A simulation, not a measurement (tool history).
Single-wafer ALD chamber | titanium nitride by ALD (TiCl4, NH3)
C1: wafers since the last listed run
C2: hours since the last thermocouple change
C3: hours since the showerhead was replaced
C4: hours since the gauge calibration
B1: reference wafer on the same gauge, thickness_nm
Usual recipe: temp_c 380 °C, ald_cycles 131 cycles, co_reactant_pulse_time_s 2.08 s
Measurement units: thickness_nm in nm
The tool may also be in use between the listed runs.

run 1 hour=0 | temp_c=380 ald_cycles=131 co_reactant_pulse_time_s=2.08 | C1=0 C2=1803.3 C3=2783.5 C4=188.5 | B1=3.01 | thickness_nm=2.764
run 2 hour=20.7 | temp_c=380 ald_cycles=131 co_reactant_pulse_time_s=2.08 | C1=50 C2=1824 C3=2804.2 C4=209.2 | B1=3.011 | thickness_nm=2.771
run 3 hour=47.7 | temp_c=373 ald_cycles=131 co_reactant_pulse_time_s=2.08 | C1=66 C2=1851 C3=2831.2 C4=236.2 | B1=3.013 | thickness_nm=2.747
run 4 hour=79 | temp_c=373 ald_cycles=131 co_reactant_pulse_time_s=2.08 | C1=76 C2=1882.3 C3=2862.5 C4=267.5 | B1=3.019 | thickness_nm=2.756
run 5 hour=96.7 | temp_c=373 ald_cycles=131 co_reactant_pulse_time_s=2.08 | C1=43 C2=1900 C3=2880.2 C4=285.2 | B1=3.02 | thickness_nm=2.757
run 6 hour=114.5 | temp_c=380 ald_cycles=131 co_reactant_pulse_time_s=2.08 | C1=43 C2=1917.8 C3=2898 C4=303 | B1=3.023 | thickness_nm=2.783
run 7 hour=128.6 | temp_c=380 ald_cycles=131 co_reactant_pulse_time_s=2.08 | C1=34 C2=1931.9 C3=2912.1 C4=317.1 | B1=3.026 | thickness_nm=2.794
-- hour=160.5 showerhead replaced
run 8 hour=161 | temp_c=380 ald_cycles=131 co_reactant_pulse_time_s=1.83 | C1=59 C2=1964.3 C3=0.5 C4=349.5 | B1=3.031 | thickness_nm=2.745
run 9 hour=180.3 | temp_c=367 ald_cycles=117 co_reactant_pulse_time_s=1.38 | C1=47 C2=1983.6 C3=19.8 C4=368.8 | B1=3.034 | thickness_nm=2.304
-- hour=184.2 gauge calibrated
run 10 hour=199.1 | temp_c=380 ald_cycles=131 co_reactant_pulse_time_s=2.8 | C1=46 C2=2002.4 C3=38.6 C4=14.9 | B1=2.995 | thickness_nm=2.823
run 11 hour=225.3 | temp_c=368 ald_cycles=114 co_reactant_pulse_time_s=2.08 | C1=64 C2=2028.6 C3=64.8 C4=41.1 | B1=2.998 | thickness_nm=2.361
run 12 hour=247.2 | temp_c=380 ald_cycles=131 co_reactant_pulse_time_s=2.37 | C1=53 C2=2050.5 C3=86.7 C4=63 | B1=2.998 | thickness_nm=2.782
-- hour=263 thermocouple changed; heater temperature recalibrated
run 13 hour=281.1 | temp_c=380 ald_cycles=131 co_reactant_pulse_time_s=1.83 | C1=63 C2=18.1 C3=120.6 C4=96.9 | B1=2.999 | thickness_nm=2.717
run 14 hour=306.9 | temp_c=380 ald_cycles=111 co_reactant_pulse_time_s=1.56 | C1=63 C2=43.9 C3=146.4 C4=122.7 | B1=2.999 | thickness_nm=2.259
run 15 hour=324.2 | temp_c=380 ald_cycles=131 co_reactant_pulse_time_s=2.08 | C1=42 C2=61.2 C3=163.7 C4=140 | B1=3.001 | thickness_nm=2.756
run 16 hour=359.6 | temp_c=369 ald_cycles=111 co_reactant_pulse_time_s=2.35 | C1=86 C2=96.6 C3=199.1 C4=175.4 | B1=3.004 | thickness_nm=2.331

Run by run, hidden condition taken away, random variation retained:
Hidden state at play: wafer temperature above the value expected at the setpoint (K); gauge reads high (%).
run=1 thickness_nm=2.756
run=2 thickness_nm=2.761
run=3 thickness_nm=2.734
run=4 thickness_nm=2.739
run=5 thickness_nm=2.738
run=6 thickness_nm=2.762
run=7 thickness_nm=2.77
run=8 thickness_nm=2.716
run=9 thickness_nm=2.277
run=10 thickness_nm=2.827
run=11 thickness_nm=2.364
run=12 thickness_nm=2.784
run=13 thickness_nm=2.718
run=14 thickness_nm=2.259
run=15 thickness_nm=2.755
run=16 thickness_nm=2.328
